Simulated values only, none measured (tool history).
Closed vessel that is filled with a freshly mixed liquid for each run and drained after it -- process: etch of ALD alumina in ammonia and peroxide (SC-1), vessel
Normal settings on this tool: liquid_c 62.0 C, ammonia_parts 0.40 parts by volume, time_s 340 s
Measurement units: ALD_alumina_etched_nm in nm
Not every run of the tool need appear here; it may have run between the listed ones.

run,hour,liquid_c,ammonia_parts,time_s,"read-back film thickness of the ALD alumina reference wafer, read on the same gauge (nm)",ALD_alumina_etched_nm
1,0.0,62.0,0.40,340,60.00,29.85
2,11.6,62.0,0.40,340,60.00,29.34
3,27.8,62.0,0.50,340,60.01,30.27
4,33.8,62.0,0.50,340,60.00,30.32
5,46.0,62.0,0.50,340,60.00,30.02
6,52.8,58.5,0.40,340,60.00,24.58
7,58.9,58.5,0.40,340,60.00,24.85
8,65.6,69.5,0.40,340,60.00,42.77
9,76.9,69.5,0.40,340,60.00,42.96
10,85.2,69.5,0.40,340,60.01,43.34
11,94.7,62.0,0.40,340,60.01,29.65
# hour 101.0: ammonia flow meter replaced
12,103.4,62.0,0.40,340,59.98,29.54
# hour 115.4: new drum of ammonia solution connected
13,115.9,62.0,0.40,340,59.98,29.54
14,125.7,62.0,0.40,340,60.01,29.42
15,143.2,57.5,0.35,165,60.00,11.04
16,159.3,62.0,0.40,240,60.01,20.67
17,169.7,70.0,0.25,230,60.01,28.34
18,185.9,62.0,0.40,340,60.00,29.46
19,197.4,70.0,0.30,495,60.00,62.08
# hour 202.1: thermometer replaced
20,212.3,70.0,0.25,450,60.01,62.07
21,225.3,52.5,0.40,490,60.00,28.99
# hour 228.8: gauge calibrated
22,240.6,62.0,0.40,540,59.99,52.27
23,256.9,62.0,0.50,185,60.01,18.38
24,269.2,62.0,0.30,340,60.00,32.31
25,282.3,62.0,0.40,425,60.00,41.17
26,288.8,62.0,0.40,340,60.00,32.97
27,303.3,53.0,0.20,430,60.00,24.39
28,316.5,57.0,0.50,225,60.01,17.13
29,327.1,62.0,0.40,340,59.99,33.08

Forecast each of these 3 alternatives for the next run:
A,327.8,62.0,0.40,340,?,?
B,327.8,62.0,0.50,445,?,?
C,327.8,62.0,0.45,540,?,?

run,"read-back film thickness of the ALD alumina reference wafer, read on the same gauge (nm)",ALD_alumina_etched_nm
A,60.00,32.69
B,60.00,43.69
C,60.00,52.49
The same runs, with their run-to-run variation unchanged, on a tool lacking any hidden condition would have given:
run,ALD_alumina_etched_nm
A,33.24
B,44.43
C,53.38

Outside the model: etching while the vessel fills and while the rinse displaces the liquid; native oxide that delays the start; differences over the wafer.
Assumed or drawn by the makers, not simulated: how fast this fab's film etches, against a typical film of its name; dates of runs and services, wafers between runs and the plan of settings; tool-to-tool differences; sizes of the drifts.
